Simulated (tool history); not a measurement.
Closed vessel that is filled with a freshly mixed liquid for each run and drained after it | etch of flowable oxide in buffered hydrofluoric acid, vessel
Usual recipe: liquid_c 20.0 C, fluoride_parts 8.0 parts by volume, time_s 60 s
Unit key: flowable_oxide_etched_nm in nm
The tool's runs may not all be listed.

run	day	liquid_c	fluoride_parts	time_s	read-back film thickness of the flowable oxide reference wafer, read on the same gauge (nm)	flowable_oxide_etched_nm
1	0.000	20.0	6.0	60	29.99	310.71
2	0.717	20.0	6.0	60	30.00	306.93
3	1.404	20.0	6.0	60	29.99	308.11
4	1.679	18.5	8.0	60	29.99	212.67
5	3.429	23.0	9.0	60	30.00	248.81
6	3.896	23.0	9.0	60	30.02	245.55
7	4.262	20.0	8.0	60	30.01	226.39
8	4.892	20.0	8.0	60	30.01	229.05
9	5.238	20.0	5.5	35	30.00	193.33
10	5.833	20.0	5.5	35	29.98	194.58
11	6.254	20.0	5.5	35	29.98	192.37
12	6.550	20.0	8.0	60	29.98	226.83
13	7.000	20.0	8.0	60	30.01	226.62
14	7.288	20.0	8.0	60	29.99	229.40
15	7.779	20.0	8.0	60	30.01	225.12
16	8.146	17.0	5.0	60	30.03	302.71
17	8.417	17.5	8.0	40	29.99	130.78
# day 8.771: thermometer replaced
# day 8.900: hydrofluoric acid flow meter replaced
18	8.938	20.0	8.0	60	29.99	240.49
19	9.633	21.5	8.0	60	30.02	260.40
20	9.971	20.0	8.0	60	30.01	237.82
# day 10.433: gauge calibrated
21	11.042	23.0	9.0	60	29.98	248.70
22	11.375	21.5	8.0	40	29.99	172.71
23	11.867	20.0	8.0	60	30.01	238.69
24	12.354	20.0	8.0	75	30.01	297.25
25	12.758	20.0	8.0	40	30.00	158.36
26	13.138	20.0	8.0	60	30.00	238.09
27	13.754	20.0	8.0	60	30.02	235.63
28	14.267	17.0	8.0	60	29.98	201.15
29	14.892	23.0	10.0	50	29.98	189.99
30	15.404	20.0	8.0	60	30.01	236.89
31	15.712	21.5	6.0	80	30.00	456.36
32	16.254	20.0	6.0	85	29.99	435.58
33	16.671	20.0	8.0	30	30.00	117.55

4 ways to go on from here, each from the tool as it stands after run 33. What would each give?
A	16.700	20.0	8.0	60	?	?
B	16.700	17.5	8.0	60	?	?
C	16.700	24.0	8.0	70	?	?
D	16.700	18.5	8.0	85	?	?

run	read-back film thickness of the flowable oxide reference wafer, read on the same gauge (nm)	flowable_oxide_etched_nm
A	30.02	234.60
B	30.02	203.79
C	30.02	341.18
D	30.02	305.52
What these runs would have given with no unlogged condition in the tool:
run	flowable_oxide_etched_nm
A	238.26
B	206.92
C	346.66
D	310.24

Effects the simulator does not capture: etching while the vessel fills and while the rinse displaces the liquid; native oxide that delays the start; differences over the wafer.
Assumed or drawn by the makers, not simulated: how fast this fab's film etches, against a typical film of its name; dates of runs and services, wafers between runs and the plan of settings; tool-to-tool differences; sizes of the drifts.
